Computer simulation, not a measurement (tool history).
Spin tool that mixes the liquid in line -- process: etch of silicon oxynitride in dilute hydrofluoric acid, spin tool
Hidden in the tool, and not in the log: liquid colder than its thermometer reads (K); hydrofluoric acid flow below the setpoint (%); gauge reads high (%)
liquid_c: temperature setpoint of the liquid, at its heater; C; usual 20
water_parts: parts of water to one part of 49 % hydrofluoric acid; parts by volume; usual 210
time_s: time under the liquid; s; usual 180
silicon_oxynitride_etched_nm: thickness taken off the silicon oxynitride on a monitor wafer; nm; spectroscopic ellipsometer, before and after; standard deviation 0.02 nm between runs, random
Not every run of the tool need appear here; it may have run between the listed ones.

run	day	liquid_c	water_parts	time_s	wafers since the last listed run	hours since the thermometer was replaced	hours since the hydrofluoric acid flow meter was replaced	hours since the gauge calibration	read-back film thickness of the silicon oxynitride reference wafer, read on the same gauge (nm)	silicon_oxynitride_etched_nm
1	0	21.5	130	180	0	723.7	1159.6	528.3	30.021	2.781
2	2.683	21.5	130	180	380	788.1	1224	592.7	29.98	2.844
3	5.396	20	210	180	384	853.2	1289.1	657.8	30.043	1.518
4	7.554	20	210	180	306	905	1340.9	709.6	30	1.518
5	9.912	20	210	180	334	961.6	1397.5	766.2	30.024	1.511
6	12.542	20	210	180	373	1024.7	1460.6	829.3	30.02	1.492
7	14.879	20	210	180	331	1080.8	1516.7	885.4	30.003	1.494
# day 20.146: hydrofluoric acid flow meter replaced
8	23.508	20	210	180	1218	1287.9	80.7	1092.5	29.986	1.355
# day 24.958: gauge calibrated
9	25.625	20	210	115	300	1338.7	131.5	16	30.031	0.854
10	26.742	22.5	210	180	158	1365.5	158.3	42.8	29.954	1.525
# day 28.658: thermometer replaced
11	29.329	24.5	315	180	361	16.1	220.4	104.9	29.969	1.01
12	30.446	17.5	210	85	158	42.9	247.2	131.7	29.989	0.545
# day 30.562: hydrofluoric acid flow meter replaced, repeated, since the last time left the tool worse
13	37.079	22.5	210	180	935	202.1	156.4	290.9	29.98	1.791
14	38.221	23	125	145	161	229.5	183.8	318.3	29.996	2.644
15	40.6	18.5	295	220	337	286.6	240.9	375.4	30.006	1.201
16	43.05	20	210	180	347	345.4	299.7	434.2	30.02	1.593

What will run 17 give?
17	44.642	23	300	280	225	383.6	337.9	472.4	?	?

{"run 17": {"read-back film thickness of the silicon oxynitride reference wafer, read on the same gauge (nm)": 30.035, "silicon_oxynitride_etched_nm": 1.814}}
With the hidden condition absent and the run-to-run variation left alone, this run would have shown silicon_oxynitride_etched_nm 1.864 nm.
